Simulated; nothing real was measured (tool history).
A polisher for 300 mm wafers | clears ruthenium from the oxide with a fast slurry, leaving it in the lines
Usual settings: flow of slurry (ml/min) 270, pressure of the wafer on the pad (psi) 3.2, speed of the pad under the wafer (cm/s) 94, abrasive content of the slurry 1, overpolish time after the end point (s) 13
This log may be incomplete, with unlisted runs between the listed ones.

run   hour  flow of slurry (ml/min)  pressure of the wafer on the pad (psi)  speed of the pad under the wafer (cm/s)  abrasive content of the slurry  overpolish time after the end point (s)  wafers since the last listed run  wafers polished on this pad  hours since the slurry nozzle was cleaned  hours since the head pressure was calibrated  hours since the slurry blender was calibrated  incoming thickness of the incoming film, nm  time until the end point was called (s)  dishing of a wide line in a test structure (Å)
  1      0                      270                                     3.2                                       94                               1                                       13                                 0                          562                                      548.5                                         225.8                                          152.4                                        299.2                                     70.8                                             391
  2     18                      270                                     3.2                                       94                               1                                       13                               150                          713                                      566.5                                         243.8                                          170.4                                        300.4                                     72.6                                             371
  3   35.3                      270                                     3.2                                       94                               1                                       13                               144                          857                                      583.8                                         261.1                                          187.7                                          304                                     75.1                                             375
  4   44.5                      270                                     3.2                                       94                               1                                       13                                76                          934                                        593                                         270.3                                          196.9                                        298.6                                       75                                             361
  5   51.6                      270                                     3.2                                       94                               1                                       13                                59                          994                                      600.1                                         277.4                                            204                                        294.8                                     74.6                                             371
  6   65.1                      270                                     3.2                                       94                               1                                       13                               112                         1107                                      613.6                                         290.9                                          217.5                                        303.1                                     80.4                                             361
      70.1  -- worn pad replaced by a new one
      71.4  -- slurry blender recalibrated
  7   76.8                      270                                     3.2                                       94                               1                                       13                                53                           44                                      625.3                                         302.6                                            5.4                                          304                                     70.9                                             384
  8   94.6                      270                                     3.2                                       94                               1                                       13                               148                          193                                      643.1                                         320.4                                           23.2                                        302.2                                       71                                             388
  9    104                      270                                     3.2                                       94                               1                                       13                                78                          272                                      652.5                                         329.8                                           32.6                                        301.8                                     70.9                                             390
 10  124.3                      270                                     3.2                                       94                               1                                       13                               169                          442                                      672.8                                         350.1                                           52.9                                        301.6                                     71.3                                             393
 11  133.5                      270                                     3.2                                       94                               1                                       13                                76                          519                                        682                                         359.3                                           62.1                                          298                                     71.9                                             378
 12  148.9                      270                                     2.8                                      114                             1.1                                       20                               128                          648                                      697.4                                         374.7                                           77.5                                        303.6                                       67                                             559
 13  160.2                      270                                     3.2                                       94                               1                                       13                                94                          742                                      708.7                                           386                                           88.8                                        297.6                                     73.7                                             377
     165.6  -- slurry nozzle cleaned
 14  170.2                      270                                     2.1                                      120                               1                                       10                                75                          818                                        4.6                                           396                                           98.8                                        301.1                                     88.6                                             270
       180  -- worn pad replaced by a new one
 15  180.5                      270                                     3.2                                       94                               1                                       13                                52                            4                                       14.9                                         406.3                                          109.1                                        300.6                                     68.4                                             404
 16  185.9                      330                                     3.2                                       94                            0.85                                       16                                45                           49                                       20.3                                         411.7                                          114.5                                        299.1                                     71.2                                             453
 17  197.2                      325                                     3.2                                       86                               1                                       13                                94                          144                                       31.6                                           423                                          125.8                                        297.9                                     71.8                                             386
 18  212.3                      270                                     3.2                                       94                               1                                       13                               126                          270                                       46.7                                         438.1                                          140.9                                          299                                     68.6                                             398
 19    230                      270                                     3.2                                       94                               1                                       13                               148                          418                                       64.4                                         455.8                                          158.6                                        299.7                                     69.5                                             401
     236.2  -- head pressure recalibrated
 20    242                      270                                     3.2                                       94                               1                                       13                                83                          502                                       76.4                                           5.8                                          170.6                                        304.9                                     77.4                                             366
 21  258.8                      270                                     3.7                                       94                               1                                       17                               140                          642                                       93.2                                          22.6                                          187.4                                        300.6                                     66.6                                             484
 22  265.8                      270                                     3.2                                       94                               1                                       13                                58                          701                                      100.2                                          29.6                                          194.4                                        306.6                                     77.7                                             362
 23  276.6                      310                                     2.8                                       68                               1                                        6                                90                          791                                        111                                          40.4                                          205.2                                        301.8                                    119.6                                             120
     283.6  -- worn pad replaced by a new one
 24  287.6                      270                                     3.2                                      118                             1.2                                       13                                58                           33                                        122                                          51.4                                          216.2                                        301.5                                     53.3                                             476
 25  300.3                      220                                     4.2                                       94                             1.2                                        6                               106                          139                                      134.7                                          64.1                                          228.9                                        299.8                                     51.5                                             268
 26  312.9                      270                                     3.2                                       94                               1                                       13                               105                          244                                      147.3                                          76.7                                          241.5                                        294.2                                     70.1                                             393
     322.8  -- slurry blender recalibrated
 27    359                      315                                     3.2                                       94                               1                                        7                               368                          613                                      193.4                                         122.8                                           36.2                                        298.5                                     71.6                                             232
 28  365.3                      270                                     3.5                                       68                             1.1                                       13                                52                          666                                      199.7                                         129.1                                           42.5                                        298.2                                     87.9                                             320
 29  376.7                      320                                     3.2                                       94                            1.15                                       15                                95                          762                                      211.1                                         140.5                                           53.9                                        302.5                                     70.7                                             431

Here are 4 independent what-if runs from the current tool condition. What would each one return?
  A  377.1                      270                                     3.2                                       94                               1                                       13                                 3                          765                                      211.5                                         140.9                                           54.3                                        304.2                                        ?                                               ?
  B  377.1                      200                                       4                                       94                            0.75                                       13                                 3                          765                                      211.5                                         140.9                                           54.3                                        304.2                                        ?                                               ?
  C  377.1                      230                                     3.2                                       94                               1                                       10                                 3                          765                                      211.5                                         140.9                                           54.3                                        304.2                                        ?                                               ?
  D  377.1                      270                                     2.6                                       94                            1.25                                       13                                 3                          765                                      211.5                                         140.9                                           54.3                                        304.2                                        ?                                               ?

run  time until the end point was called (s)  dishing of a wide line in a test structure (Å)
  A                                     75.1                                             366
  B                                     67.7                                             397
  C                                     76.2                                             292
  D                                     86.3                                             328
Had the tool no hidden state, the same runs would have come out as:
run  time until the end point was called (s)  dishing of a wide line in a test structure (Å)
  A                                     74.3                                             369
  B                                       67                                             400
  C                                     75.5                                             295
  D                                     85.5                                             330

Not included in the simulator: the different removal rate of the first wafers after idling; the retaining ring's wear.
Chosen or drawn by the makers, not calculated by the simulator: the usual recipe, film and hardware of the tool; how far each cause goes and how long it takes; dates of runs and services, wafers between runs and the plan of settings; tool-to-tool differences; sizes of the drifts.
